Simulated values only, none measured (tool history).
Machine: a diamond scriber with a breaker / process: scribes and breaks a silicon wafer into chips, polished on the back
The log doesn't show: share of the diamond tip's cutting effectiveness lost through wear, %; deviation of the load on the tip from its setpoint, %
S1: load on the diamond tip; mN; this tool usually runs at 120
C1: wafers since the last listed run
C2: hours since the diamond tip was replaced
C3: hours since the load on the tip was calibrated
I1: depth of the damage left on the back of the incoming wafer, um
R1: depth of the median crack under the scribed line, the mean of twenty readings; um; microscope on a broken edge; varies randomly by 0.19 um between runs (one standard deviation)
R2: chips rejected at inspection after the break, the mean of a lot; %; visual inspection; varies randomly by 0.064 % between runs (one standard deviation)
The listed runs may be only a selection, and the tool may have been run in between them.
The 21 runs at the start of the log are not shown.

run	hour	S1	C1	C2	C3	I1	R1	R2
22	1715.8	90	117	313.4	70.3	0.04	10.21	9.66
23	1797.9	120	160	395.5	152.4	0.05	12.16	3.87
24	1882.6	141	165	480.2	237.1	0.02	13.01	2.07
25	1962.1	110	154	559.7	316.6	0.03	11.15	5.9
# hour 2029.3: diamond tip replaced by a new one
26	2104.6	150	273	75.3	459.1	0.01	14.81	2.02
27	2182.8	104	152	153.5	537.3	0.03	11.69	4.26
28	2233.8	105	99	204.5	588.3	0.03	11.54	4.31
29	2275.8	120	81	246.5	630.3	0.03	12.31	2.81
30	2332.6	144	110	303.3	687.1	0.04	13.72	1.44
31	2388.2	88	108	358.9	742.7	0.03	10.29	9.49
32	2453.5	147	127	424.2	808	0.03	13.74	1.55
33	2531.9	86	152	502.6	886.4	0.01	9.83	10.58
# hour 2591: load on the tip recalibrated
34	2591.5	138	112	562.2	0.5	0.03	12.08	3.02
35	2644.8	156	103	615.5	53.8	0.03	13.46	1.96
36	2695.5	120	98	666.2	104.5	0.04	11.08	5.8
# hour 2731.9: diamond tip replaced by a new one
37	2742.2	143	87	10.3	151.2	0.03	14.92	1.86
38	2803.9	101	120	72	212.9	0.04	11.71	3.89
39	2841.4	120	73	109.5	250.4	0.04	12.61	2.34
40	2898.5	135	111	166.6	307.5	0.05	13.38	1.87
41	2976	120	151	244.1	385	0.04	12.25	3.34
42	3076.6	85	196	344.7	485.6	0.02	9.85	12.51

Forecast each of these 3 alternatives for the next run:
A	3077.3	151	1	345.4	486.3	0.04	?	?
B	3077.3	108	1	345.4	486.3	0.04	?	?
C	3077.3	137	1	345.4	486.3	0.04	?	?

run	R1	R2
A	13.9	1.56
B	11.35	5.69
C	13.1	2.03
Without the tool's unlogged condition, the same runs would have read:
run	R1	R2
A	16.2	3.29
B	13.23	1.9
C	15.27	2.12
